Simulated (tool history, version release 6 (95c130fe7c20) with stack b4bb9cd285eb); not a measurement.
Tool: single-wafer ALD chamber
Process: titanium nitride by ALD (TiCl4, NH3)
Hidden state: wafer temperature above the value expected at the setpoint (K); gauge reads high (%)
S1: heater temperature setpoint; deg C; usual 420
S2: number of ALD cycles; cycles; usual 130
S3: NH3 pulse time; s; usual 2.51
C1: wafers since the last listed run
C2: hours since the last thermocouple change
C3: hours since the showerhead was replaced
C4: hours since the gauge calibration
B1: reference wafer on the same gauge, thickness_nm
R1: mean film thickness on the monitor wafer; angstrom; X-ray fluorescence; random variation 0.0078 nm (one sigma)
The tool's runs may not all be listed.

Run 1, hour 0: usual settings but S3 2.83 s; C1 0; C2 632.7; C3 3586.7; C4 648; B1 3.089. Result: R1 31.17 angstrom.
Run 2, hour 44.8: usual settings; C1 105; C2 677.5; C3 3631.5; C4 692.8; B1 3.088. Result: R1 31.19 angstrom.
Run 3, hour 105.7: usual settings; C1 144; C2 738.4; C3 3692.4; C4 753.7; B1 3.081. Result: R1 31.08 angstrom.
Run 4, hour 132.4: usual settings; C1 63; C2 765.1; C3 3719.1; C4 780.4; B1 3.087. Result: R1 30.93 angstrom.
Run 5, hour 203.2: usual settings; C1 167; C2 835.9; C3 3789.9; C4 851.2; B1 3.078. Result: R1 30.99 angstrom.
Run 6, hour 256: usual settings; C1 124; C2 888.7; C3 3842.7; C4 904; B1 3.078. Result: R1 31.07 angstrom.
Run 7, hour 294.4: usual settings; C1 90; C2 927.1; C3 3881.1; C4 942.4; B1 3.073. Result: R1 30.91 angstrom.
Run 8, hour 391.8: usual settings; C1 230; C2 1024.5; C3 3978.5; C4 1039.8; B1 3.065. Result: R1 30.86 angstrom.
Run 9, hour 445.3: usual settings but S1 430 deg C; C1 126; C2 1078; C3 4032; C4 1093.3; B1 3.059. Result: R1 30.93 angstrom.
Run 10, hour 506.2: usual settings but S1 430 deg C; C1 144; C2 1138.9; C3 4092.9; C4 1154.2; B1 3.056. Result: R1 30.94 angstrom.
Run 11, hour 549.3: usual settings but S1 430 deg C; C1 101; C2 1182; C3 4136; C4 1197.3; B1 3.053. Result: R1 30.86 angstrom.
At hour 579.6: thermocouple changed; heater temperature recalibrated.
Run 12, hour 601.1: usual settings but S1 425 deg C, S2 110 cycles; C1 103; C2 21.5; C3 4187.8; C4 1249.1; B1 3.047. Result: R1 25.95 angstrom.
Run 13, hour 666.7: usual settings; C1 155; C2 87.1; C3 4253.4; C4 1314.7; B1 3.036. Result: R1 30.56 angstrom.
Run 14, hour 713.8: usual settings but S1 416 deg C; C1 111; C2 134.2; C3 4300.5; C4 1361.8; B1 3.037. Result: R1 30.52 angstrom.
Run 15, hour 756.9: usual settings; C1 101; C2 177.3; C3 4343.6; C4 1404.9; B1 3.032. Result: R1 30.51 angstrom.
Run 16, hour 817.5: usual settings; C1 143; C2 237.9; C3 4404.2; C4 1465.5; B1 3.027. Result: R1 30.53 angstrom.
At hour 833.7: gauge calibrated.
Run 17, hour 871.2: usual settings but S2 146 cycles, S3 1.95 s; C1 127; C2 291.6; C3 4457.9; C4 37.5; B1 3.097. Result: R1 34.89 angstrom.
Run 18, hour 927.2: usual settings but S2 153 cycles, S3 3.38 s; C1 132; C2 347.6; C3 4513.9; C4 93.5; B1 3.096. Result: R1 36.97 angstrom.
Run 19, hour 969.3: usual settings; C1 99; C2 389.7; C3 4556; C4 135.6; B1 3.099. Result: R1 31.27 angstrom.
Run 20, hour 1008.6: usual settings but S1 410 deg C; C1 92; C2 429; C3 4595.3; C4 174.9; B1 3.099. Result: R1 31.06 angstrom.
Run 21, hour 1064.2: usual settings; C1 131; C2 484.6; C3 4650.9; C4 230.5; B1 3.096. Result: R1 31.24 angstrom.
Run 22, hour 1100: usual settings but S1 413 deg C, S2 109 cycles, S3 2.08 s; C1 84; C2 520.4; C3 4686.7; C4 266.3; B1 3.095. Result: R1 25.84 angstrom.
Run 23, hour 1159.2: usual settings but S1 409 deg C, S3 3.45 s; C1 140; C2 579.6; C3 4745.9; C4 325.5; B1 3.095. Result: R1 31.32 angstrom.
Run 24, hour 1204.8: usual settings; C1 107; C2 625.2; C3 4791.5; C4 371.1; B1 3.093. Result: R1 31.08 angstrom.
Run 25, hour 1267: usual settings but S2 140 cycles; C1 147; C2 687.4; C3 4853.7; C4 433.3; B1 3.093. Result: R1 33.52 angstrom.
Run 26, hour 1332: usual settings but S1 407 deg C, S2 146 cycles, S3 3.24 s; C1 153; C2 752.4; C3 4918.7; C4 498.3; B1 3.091. Result: R1 35.09 angstrom.
At hour 1388.2: showerhead replaced.
Run 27, hour 1396.7: usual settings but S2 144 cycles; C1 134; C2 817.1; C3 8.5; C4 563; B1 3.085. Result: R1 34.34 angstrom.
Run 28, hour 1443.2: usual settings but S1 412 deg C, S2 142 cycles, S3 3.03 s; C1 109; C2 863.6; C3 55; C4 609.5; B1 3.083. Result: R1 34.06 angstrom.
Run 29, hour 1474.6: usual settings; C1 74; C2 895; C3 86.4; C4 640.9; B1 3.084. Result: R1 31.14 angstrom.
Run 30, hour 1529.7: usual settings; C1 130; C2 950.1; C3 141.5; C4 696; B1 3.081. Result: R1 30.9 angstrom.
Run 31, hour 1564.1: usual settings but S2 155 cycles; C1 81; C2 984.5; C3 175.9; C4 730.4; B1 3.08. Result: R1 37.03 angstrom.
Run 32, hour 1626.1: usual settings but S1 408 deg C, S2 108 cycles; C1 146; C2 1046.5; C3 237.9; C4 792.4; B1 3.075. Result: R1 25.61 angstrom.
Run 33, hour 1658.6: usual settings but S3 3.02 s; C1 76; C2 1079; C3 270.4; C4 824.9; B1 3.075. Result: R1 31.17 angstrom.
Run 34, hour 1713.8: usual settings; C1 130; C2 1134.2; C3 325.6; C4 880.1; B1 3.072. Result: R1 30.98 angstrom.
Run 35, hour 1762.7: usual settings but S1 413 deg C, S2 139 cycles, S3 3.28 s; C1 115; C2 1183.1; C3 374.5; C4 929; B1 3.067. Result: R1 33.25 angstrom.
Run 36, hour 1790: usual settings; C1 64; C2 1210.4; C3 401.8; C4 956.3; B1 3.061. Result: R1 31 angstrom.
Run 37, hour 1827.9: usual settings but S2 147 cycles, S3 2.97 s; C1 89; C2 1248.3; C3 439.7; C4 994.2; B1 3.062. Result: R1 35.15 angstrom.
Run 38, hour 1878.4: usual settings but S3 2.2 s; C1 119; C2 1298.8; C3 490.2; C4 1044.7; B1 3.056. Result: R1 30.73 angstrom.
Run 39, hour 1927.6: usual settings but S1 432 deg C, S2 104 cycles, S3 3.17 s; C1 116; C2 1348; C3 539.4; C4 1093.9; B1 3.053. Result: R1 24.85 angstrom.

Hidden state at the last listed run before each entry between runs and at the first one after, where it differs:
Between runs 11 and 12: thermocouple changed; heater temperature recalibrated (hour 579.6)
  gauge reads high (%): -1.56 -> -1.72
  measured less the result without the state, R1: -0.49 -> -0.45 angstrom
Between runs 16 and 17: gauge calibrated (hour 833.7)
  gauge reads high (%): -2.44 -> -0.0375
  measured less the result without the state, R1: -0.77 -> -0.02 angstrom
Between runs 26 and 27: showerhead replaced (hour 1388.2)
  gauge reads high (%): -0.341 -> -0.425
  measured less the result without the state, R1: -0.12 -> -0.15 angstrom

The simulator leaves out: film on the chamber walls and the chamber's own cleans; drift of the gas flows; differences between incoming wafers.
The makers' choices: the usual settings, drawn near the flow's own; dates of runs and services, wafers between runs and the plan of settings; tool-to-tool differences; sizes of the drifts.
